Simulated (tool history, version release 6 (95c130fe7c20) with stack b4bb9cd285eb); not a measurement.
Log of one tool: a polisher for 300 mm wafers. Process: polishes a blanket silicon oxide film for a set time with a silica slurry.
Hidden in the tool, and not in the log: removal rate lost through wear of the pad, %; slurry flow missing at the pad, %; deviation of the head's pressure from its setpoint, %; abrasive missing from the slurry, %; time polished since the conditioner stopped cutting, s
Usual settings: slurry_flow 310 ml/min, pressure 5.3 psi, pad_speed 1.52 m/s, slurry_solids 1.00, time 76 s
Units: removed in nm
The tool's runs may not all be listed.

run	hour	slurry_flow	pressure	pad_speed	slurry_solids	time	wafers since the last listed run	wafers polished on this pad	hours since the slurry nozzle was cleaned	hours since the head pressure was calibrated	hours since the slurry blender was calibrated	hours since the conditioning disc was replaced	incoming thickness of the incoming film, nm	removed
1	0.0	310	5.3	1.52	1.00	76	0	340	396.3	7.0	269.7	92.4	1827.2	324.4
# hour 15.9: slurry blender recalibrated
2	23.2	310	5.3	1.52	1.00	76	138	478	419.5	30.2	7.3	115.6	1833.9	323.9
# hour 43.6: slurry nozzle cleaned
3	54.9	310	6.0	1.52	1.00	67	200	679	11.3	61.9	39.0	147.3	1847.0	307.0
4	77.2	310	6.0	1.52	1.00	67	145	824	33.6	84.2	61.3	169.6	1856.6	306.0
5	102.1	310	6.0	1.52	1.00	67	162	987	58.5	109.1	86.2	194.5	1873.3	306.1
6	123.4	310	5.3	1.52	1.00	76	139	1126	79.8	130.4	107.5	215.8	1807.2	311.9
# hour 127.6: worn pad replaced by a new one
7	136.2	310	5.3	1.52	1.00	76	57	56	92.6	143.2	120.3	228.6	1810.1	326.2
8	151.5	390	5.3	1.52	1.00	96	99	156	107.9	158.5	135.6	243.9	1827.2	413.1
9	184.7	310	5.3	1.52	1.00	76	216	372	141.1	191.7	168.8	277.1	1858.5	325.9
10	206.6	310	5.3	2.00	1.00	76	142	515	163.0	213.6	190.7	299.0	1824.6	402.9
# hour 214.4: conditioning disc replaced and pad reconditioned
11	225.5	410	5.3	1.78	0.80	54	110	626	181.9	232.5	209.6	11.1	1836.1	248.2
12	244.9	245	5.3	1.06	1.00	76	126	752	201.3	251.9	229.0	30.5	1817.9	236.3
# hour 253.4: slurry blender recalibrated
13	275.6	310	5.3	1.52	1.20	76	187	940	232.0	282.6	22.2	61.2	1812.8	334.3
14	301.8	310	5.3	1.06	1.00	76	171	1111	258.2	308.8	48.4	87.4	1820.4	235.4
15	322.3	310	5.3	1.52	1.00	76	133	1245	278.7	329.3	68.9	107.9	1852.7	316.3
# hour 332.1: worn pad replaced by a new one
16	338.9	210	5.3	1.52	1.00	76	82	44	295.3	345.9	85.5	124.5	1838.7	315.8
17	368.0	415	5.3	1.52	0.80	76	189	234	324.4	375.0	114.6	153.6	1865.2	312.9
18	398.0	255	4.4	1.52	1.00	76	195	430	354.4	405.0	144.6	183.6	1828.1	277.6
19	418.0	310	5.3	1.52	1.00	76	130	561	374.4	425.0	164.6	203.6	1841.8	322.5
# hour 436.0: slurry nozzle cleaned
20	449.9	310	5.3	2.04	1.15	76	201	762	13.9	456.9	196.5	235.5	1806.3	424.0
21	472.4	310	5.3	1.52	1.00	76	146	909	36.4	479.4	219.0	258.0	1864.8	320.1
# hour 485.7: conditioning disc replaced and pad reconditioned
22	494.3	370	7.1	1.52	1.30	96	129	1039	58.3	501.3	240.9	8.6	1808.7	549.9
# hour 506.9: worn pad replaced by a new one
# hour 512.0: slurry blender recalibrated
23	526.7	385	5.3	1.84	1.00	68	172	116	90.7	533.7	14.7	41.0	1845.3	343.1
24	560.0	255	5.3	1.52	1.00	76	217	333	124.0	567.0	48.0	74.3	1833.2	319.4

Forecast each of these 5 alternatives for the next run:
A	560.4	310	5.3	1.52	1.00	76	2	336	124.4	567.4	48.4	74.7	1831.1	?
B	560.4	310	6.0	1.52	1.00	76	2	336	124.4	567.4	48.4	74.7	1831.1	?
C	560.4	310	6.3	1.66	1.25	76	2	336	124.4	567.4	48.4	74.7	1831.1	?
D	560.4	370	5.3	1.52	1.00	60	2	336	124.4	567.4	48.4	74.7	1831.1	?
E	560.4	310	5.3	1.00	1.20	76	2	336	124.4	567.4	48.4	74.7	1831.1	?

run	removed
A	324.4
B	356.8
C	424.0
D	259.1
E	244.5
Without the tool's hidden state the same runs would have given:
run	removed
A	326.0
B	358.6
C	426.1
D	260.4
E	245.7

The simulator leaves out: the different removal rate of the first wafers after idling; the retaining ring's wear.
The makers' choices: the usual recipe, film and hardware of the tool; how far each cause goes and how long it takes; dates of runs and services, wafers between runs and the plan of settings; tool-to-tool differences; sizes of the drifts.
